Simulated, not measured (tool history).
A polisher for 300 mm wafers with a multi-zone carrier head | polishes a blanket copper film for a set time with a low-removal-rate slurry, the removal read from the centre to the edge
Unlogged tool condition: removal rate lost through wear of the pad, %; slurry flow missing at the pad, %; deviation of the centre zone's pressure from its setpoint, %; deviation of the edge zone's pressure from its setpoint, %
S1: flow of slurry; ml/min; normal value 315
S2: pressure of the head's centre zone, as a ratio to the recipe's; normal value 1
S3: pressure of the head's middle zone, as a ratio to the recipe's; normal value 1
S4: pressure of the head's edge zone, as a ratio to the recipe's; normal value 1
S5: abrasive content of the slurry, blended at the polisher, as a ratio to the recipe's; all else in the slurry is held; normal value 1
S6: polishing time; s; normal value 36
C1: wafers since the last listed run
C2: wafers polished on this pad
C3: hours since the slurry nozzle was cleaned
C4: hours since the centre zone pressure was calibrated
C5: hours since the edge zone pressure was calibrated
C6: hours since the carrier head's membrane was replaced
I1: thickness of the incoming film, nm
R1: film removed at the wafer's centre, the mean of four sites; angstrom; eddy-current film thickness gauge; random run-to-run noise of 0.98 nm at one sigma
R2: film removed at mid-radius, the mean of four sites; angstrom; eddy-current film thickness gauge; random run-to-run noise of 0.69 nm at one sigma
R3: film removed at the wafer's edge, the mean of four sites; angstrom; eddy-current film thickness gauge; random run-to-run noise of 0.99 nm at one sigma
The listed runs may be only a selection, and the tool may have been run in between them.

{"run": 1, "hour": 0.0, "S1": 315, "S2": 1, "S3": 1, "S4": 1, "S5": 1, "S6": 36, "C1": 0, "C2": 363, "C3": 233.2, "C4": 853.8, "C5": 41.5, "C6": 1358.5, "I1": 682.3, "R1": 1142, "R2": 1090, "R3": 1145}
{"hour": 82.6, "done": "carrier head's membrane replaced by a new one"}
{"hour": 111.8, "done": "slurry nozzle cleaned"}
{"run": 2, "hour": 163.5, "S1": 290, "S2": 1, "S3": 1, "S4": 1, "S5": 1, "S6": 36, "C1": 1465, "C2": 1829, "C3": 51.7, "C4": 1017.3, "C5": 205, "C6": 80.9, "I1": 677.6, "R1": 1155, "R2": 1086, "R3": 1135}
{"run": 3, "hour": 187.8, "S1": 315, "S2": 1, "S3": 1, "S4": 1, "S5": 1, "S6": 36, "C1": 226, "C2": 2055, "C3": 76, "C4": 1041.6, "C5": 229.3, "C6": 105.2, "I1": 679.6, "R1": 1153, "R2": 1111, "R3": 1160}
{"hour": 260.8, "done": "worn pad replaced by a new one"}
{"run": 4, "hour": 261.3, "S1": 315, "S2": 1, "S3": 1, "S4": 1, "S5": 1, "S6": 36, "C1": 646, "C2": 4, "C3": 149.5, "C4": 1115.1, "C5": 302.8, "C6": 178.7, "I1": 683, "R1": 1169, "R2": 1096, "R3": 1168}
{"hour": 278.8, "done": "centre zone pressure recalibrated"}
{"run": 5, "hour": 285.2, "S1": 315, "S2": 1, "S3": 1, "S4": 1, "S5": 1, "S6": 36, "C1": 203, "C2": 208, "C3": 173.4, "C4": 6.4, "C5": 326.7, "C6": 202.6, "I1": 681.1, "R1": 1120, "R2": 1094, "R3": 1138}
{"run": 6, "hour": 312.0, "S1": 250, "S2": 1, "S3": 1.08, "S4": 1, "S5": 1.25, "S6": 36, "C1": 249, "C2": 457, "C3": 200.2, "C4": 33.2, "C5": 353.5, "C6": 229.4, "I1": 680.8, "R1": 1113, "R2": 1166, "R3": 1186}
{"run": 7, "hour": 349.3, "S1": 315, "S2": 1, "S3": 1, "S4": 1.1, "S5": 1, "S6": 36, "C1": 347, "C2": 804, "C3": 237.5, "C4": 70.5, "C5": 390.8, "C6": 266.7, "I1": 691.2, "R1": 1101, "R2": 1076, "R3": 1190}
{"run": 8, "hour": 379.3, "S1": 285, "S2": 0.96, "S3": 1, "S4": 1, "S5": 1, "S6": 36, "C1": 279, "C2": 1083, "C3": 267.5, "C4": 100.5, "C5": 420.8, "C6": 296.7, "I1": 681.7, "R1": 1039, "R2": 1085, "R3": 1129}
{"run": 9, "hour": 440.0, "S1": 315, "S2": 1, "S3": 1, "S4": 0.96, "S5": 1, "S6": 36, "C1": 564, "C2": 1648, "C3": 328.2, "C4": 161.2, "C5": 481.5, "C6": 357.4, "I1": 692, "R1": 1095, "R2": 1092, "R3": 1146}
{"hour": 472.7, "done": "slurry nozzle cleaned"}
{"run": 10, "hour": 500.8, "S1": 315, "S2": 1, "S3": 1, "S4": 1, "S5": 1.2, "S6": 44, "C1": 556, "C2": 2204, "C3": 28.1, "C4": 222, "C5": 542.3, "C6": 418.2, "I1": 674.5, "R1": 1402, "R2": 1379, "R3": 1442}
{"run": 11, "hour": 567.7, "S1": 315, "S2": 1.06, "S3": 1, "S4": 1, "S5": 1.3, "S6": 36, "C1": 622, "C2": 2827, "C3": 95, "C4": 288.9, "C5": 609.2, "C6": 485.1, "I1": 678.4, "R1": 1232, "R2": 1147, "R3": 1215}
{"run": 12, "hour": 607.6, "S1": 315, "S2": 1, "S3": 1, "S4": 1.09, "S5": 1, "S6": 27, "C1": 371, "C2": 3198, "C3": 134.9, "C4": 328.8, "C5": 649.1, "C6": 525, "I1": 667.1, "R1": 843, "R2": 823, "R3": 900}
{"hour": 645.7, "done": "worn pad replaced by a new one"}
{"run": 13, "hour": 646.2, "S1": 315, "S2": 1, "S3": 1, "S4": 1, "S5": 1, "S6": 36, "C1": 321, "C2": 4, "C3": 173.5, "C4": 367.4, "C5": 687.7, "C6": 563.6, "I1": 685.2, "R1": 1116, "R2": 1099, "R3": 1135}
{"hour": 671.7, "done": "edge zone pressure recalibrated"}
{"run": 14, "hour": 709.8, "S1": 315, "S2": 1, "S3": 1, "S4": 1, "S5": 1, "S6": 45, "C1": 573, "C2": 578, "C3": 237.1, "C4": 431, "C5": 38.1, "C6": 627.2, "I1": 669.4, "R1": 1401, "R2": 1367, "R3": 1453}
{"run": 15, "hour": 756.1, "S1": 315, "S2": 1, "S3": 1, "S4": 0.94, "S5": 1, "S6": 36, "C1": 430, "C2": 1008, "C3": 283.4, "C4": 477.3, "C5": 84.4, "C6": 673.5, "I1": 680.6, "R1": 1117, "R2": 1097, "R3": 1121}
{"hour": 801.2, "done": "slurry nozzle cleaned"}
{"run": 16, "hour": 817.1, "S1": 270, "S2": 0.9, "S3": 0.9, "S4": 1, "S5": 0.8, "S6": 36, "C1": 558, "C2": 1567, "C3": 15.9, "C4": 538.3, "C5": 145.4, "C6": 734.5, "I1": 680, "R1": 943, "R2": 965, "R3": 1082}
{"run": 17, "hour": 846.9, "S1": 315, "S2": 1.04, "S3": 1, "S4": 1, "S5": 1, "S6": 36, "C1": 277, "C2": 1844, "C3": 45.7, "C4": 568.1, "C5": 175.2, "C6": 764.3, "I1": 680.3, "R1": 1169, "R2": 1093, "R3": 1129}
{"run": 18, "hour": 890.4, "S1": 230, "S2": 1, "S3": 1, "S4": 1, "S5": 1, "S6": 45, "C1": 404, "C2": 2248, "C3": 89.2, "C4": 611.6, "C5": 218.7, "C6": 807.8, "I1": 688.7, "R1": 1327, "R2": 1314, "R3": 1416}
{"run": 19, "hour": 930.9, "S1": 230, "S2": 1, "S3": 1, "S4": 1, "S5": 1, "S6": 45, "C1": 376, "C2": 2625, "C3": 129.7, "C4": 652.1, "C5": 259.2, "C6": 848.3, "I1": 668, "R1": 1333, "R2": 1321, "R3": 1373}
{"run": 20, "hour": 999.9, "S1": 315, "S2": 0.93, "S3": 1, "S4": 1, "S5": 1, "S6": 49, "C1": 641, "C2": 3267, "C3": 198.7, "C4": 721.1, "C5": 328.2, "C6": 917.3, "I1": 673.9, "R1": 1402, "R2": 1499, "R3": 1568}
{"hour": 1016.1, "done": "worn pad replaced by a new one"}
{"run": 21, "hour": 1060.7, "S1": 370, "S2": 1, "S3": 1, "S4": 1, "S5": 1, "S6": 40, "C1": 528, "C2": 415, "C3": 259.5, "C4": 781.9, "C5": 389, "C6": 978.1, "I1": 678.2, "R1": 1279, "R2": 1252, "R3": 1292}

Each row is a separate what-if for the run after 21, all from the same tool condition, not one after another. Results?
{"run": "A", "hour": 1061.1, "S1": 315, "S2": 1, "S3": 1, "S4": 1, "S5": 1, "S6": 36, "C1": 3, "C2": 418, "C3": 259.9, "C4": 782.3, "C5": 389.4, "C6": 978.5, "I1": 681, "R1": "?", "R2": "?", "R3": "?"}
{"run": "B", "hour": 1061.1, "S1": 315, "S2": 1, "S3": 1, "S4": 1.05, "S5": 1, "S6": 40, "C1": 3, "C2": 418, "C3": 259.9, "C4": 782.3, "C5": 389.4, "C6": 978.5, "I1": 681, "R1": "?", "R2": "?", "R3": "?"}
{"run": "C", "hour": 1061.1, "S1": 315, "S2": 1, "S3": 1.04, "S4": 1, "S5": 0.8, "S6": 36, "C1": 3, "C2": 418, "C3": 259.9, "C4": 782.3, "C5": 389.4, "C6": 978.5, "I1": 681, "R1": "?", "R2": "?", "R3": "?"}
{"run": "D", "hour": 1061.1, "S1": 255, "S2": 1, "S3": 1, "S4": 1.07, "S5": 1, "S6": 49, "C1": 3, "C2": 418, "C3": 259.9, "C4": 782.3, "C5": 389.4, "C6": 978.5, "I1": 681, "R1": "?", "R2": "?", "R3": "?"}

run=A R1=1107 R2=1094 R3=1164
run=B R1=1230 R2=1216 R3=1315
run=C R1=1063 R2=1076 R3=1117
run=D R1=1466 R2=1453 R3=1591
Without the tool's hidden state the same runs would have given:
run=A R1=1098 R2=1094 R3=1164
run=B R1=1220 R2=1216 R3=1315
run=C R1=1054 R2=1076 R3=1117
run=D R1=1454 R2=1453 R3=1591
